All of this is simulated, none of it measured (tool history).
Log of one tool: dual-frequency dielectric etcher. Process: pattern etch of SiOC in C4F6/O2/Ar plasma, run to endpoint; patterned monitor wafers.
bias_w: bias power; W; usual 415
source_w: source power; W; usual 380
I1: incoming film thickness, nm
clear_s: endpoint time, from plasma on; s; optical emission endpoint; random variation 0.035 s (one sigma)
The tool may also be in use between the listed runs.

run 1 hour=0.0 | bias_w=415 source_w=380 | I1=32.37 | clear_s=11.5
run 2 hour=20.7 | bias_w=358 source_w=380 | I1=32.24 | clear_s=11.9
run 3 hour=37.1 | bias_w=415 source_w=380 | I1=32.14 | clear_s=11.4
run 4 hour=71.8 | bias_w=415 source_w=380 | I1=32.20 | clear_s=11.3
run 5 hour=90.1 | bias_w=415 source_w=380 | I1=31.98 | clear_s=11.2
run 6 hour=114.1 | bias_w=415 source_w=380 | I1=32.25 | clear_s=11.3
run 7 hour=129.5 | bias_w=415 source_w=380 | I1=31.99 | clear_s=11.3
run 8 hour=159.0 | bias_w=415 source_w=380 | I1=32.56 | clear_s=11.4
run 9 hour=191.7 | bias_w=490 source_w=380 | I1=31.91 | clear_s=10.6
run 10 hour=224.5 | bias_w=490 source_w=380 | I1=32.29 | clear_s=10.6
-- hour=231.8 bias power generator calibrated
run 11 hour=249.3 | bias_w=490 source_w=380 | I1=32.02 | clear_s=10.6
run 12 hour=263.1 | bias_w=415 source_w=380 | I1=32.15 | clear_s=11.2
run 13 hour=277.1 | bias_w=415 source_w=380 | I1=31.90 | clear_s=11.1
run 14 hour=304.7 | bias_w=331 source_w=410 | I1=32.35 | clear_s=11.7
run 15 hour=338.4 | bias_w=415 source_w=380 | I1=32.06 | clear_s=11.2
-- hour=345.0 source power generator calibrated
run 16 hour=361.6 | bias_w=415 source_w=380 | I1=32.56 | clear_s=11.3
run 17 hour=377.1 | bias_w=372 source_w=470 | I1=32.31 | clear_s=10.7
run 18 hour=392.9 | bias_w=454 source_w=290 | I1=32.21 | clear_s=11.9

The next listed run, before its measurement:
-- hour=426.0 upper electrode replaced
run 19 hour=426.5 | bias_w=415 source_w=450 | I1=31.98 | clear_s=?

{"run 19": {"clear_s": 10.4}}
Without the tool's hidden state the same run would have given clear_s 10.8 s.
